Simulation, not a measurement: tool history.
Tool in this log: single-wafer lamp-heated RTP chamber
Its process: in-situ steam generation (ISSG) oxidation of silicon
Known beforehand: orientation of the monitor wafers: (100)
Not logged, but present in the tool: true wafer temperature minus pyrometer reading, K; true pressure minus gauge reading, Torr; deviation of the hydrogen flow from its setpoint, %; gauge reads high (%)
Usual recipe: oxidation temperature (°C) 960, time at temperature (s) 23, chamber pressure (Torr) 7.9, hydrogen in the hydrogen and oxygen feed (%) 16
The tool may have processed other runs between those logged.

run   hour  oxidation temperature (°C)  time at temperature (s)  chamber pressure (Torr)  hydrogen in the hydrogen and oxygen feed (%)  wafers since the last listed run  wafers since the last pyrometer calibration  hours since the pressure gauge was zeroed  hours since the hydrogen flow controller was replaced  hours since the gauge calibration  read-back reference wafer on the same gauge, thickness  oxide thickness on the monitor wafer (angstrom)
  1    0.0                         960                       23                      7.9                                            23                                 0                                         1366                                     3489.7                                                 4282.1                              355.6                                                   5.982                                            54.69
  2   61.5                         960                       23                      7.9                                            23                               609                                         1976                                     3551.2                                                 4343.6                              417.1                                                   5.981                                            54.64
  3  149.8                         960                       26                      7.9                                            16                               875                                         2851                                     3639.5                                                 4431.9                              505.4                                                   5.982                                            53.26
  4  192.9                         960                       23                      7.9                                            16                               427                                         3279                                     3682.6                                                 4475.0                              548.5                                                   5.979                                            50.58
  5  247.0                         960                       23                      7.9                                            16                               536                                         3815                                     3736.7                                                 4529.1                              602.6                                                   5.979                                            50.62
     301.5  -- gauge calibrated
  6  320.6                         960                       23                      7.9                                            16                               729                                         4545                                     3810.3                                                 4602.7                               19.1                                                   5.982                                            50.73
  7  398.8                         960                       23                      7.9                                            16                               775                                         5320                                     3888.5                                                 4680.9                               97.3                                                   5.982                                            50.44
     422.2  -- hydrogen flow controller replaced
  8  460.3                         960                       23                      7.9                                            23                               530                                         5850                                     3950.0                                                   38.1                              158.8                                                   5.979                                            55.07
  9  499.0                         942                       23                      9.0                                            26                               383                                         6234                                     3988.7                                                   76.8                              197.5                                                   5.980                                            53.01
     511.0  -- pyrometer window cleaned and pyrometer calibrated
 10  573.5                         969                       30                      7.3                                            16                               659                                          619                                     4063.2                                                  151.3                              272.0                                                   5.979                                            58.25
     673.5  -- pressure gauge zeroed
 11  753.5                         942                       23                      8.5                                            16                              1705                                         2324                                       80.0                                                  331.3                              452.0                                                   5.980                                            47.66
 12  859.1                         979                       23                      9.2                                            16                              1046                                         3371                                      185.6                                                  436.9                              557.6                                                   5.982                                            53.75
 13  944.5                         960                       30                      7.9                                            19                               846                                         4218                                      271.0                                                  522.3                              643.0                                                   5.979                                            59.45
 14  995.5                         953                       15                      7.9                                            16                               505                                         4723                                      322.0                                                  573.3                              694.0                                                   5.981                                            41.39

Forecast each of these 3 alternatives for the next run:
  A  996.0                         960                       23                      7.9                                            16                                 4                                         4728                                      322.5                                                  573.8                              694.5                                                       ?                                                ?
  B  996.0                         960                       23                      8.9                                            11                                 4                                         4728                                      322.5                                                  573.8                              694.5                                                       ?                                                ?
  C  996.0                         952                       26                      8.3                                            16                                 4                                         4728                                      322.5                                                  573.8                              694.5                                                       ?                                                ?

run  read-back reference wafer on the same gauge, thickness  oxide thickness on the monitor wafer (angstrom)
  A                                                   5.980                                            50.72
  B                                                   5.980                                            46.83
  C                                                   5.980                                            52.13
With no hidden state in the tool, these same runs would have given:
run  oxide thickness on the monitor wafer (angstrom)
  A                                            50.09
  B                                            46.25
  C                                            51.49
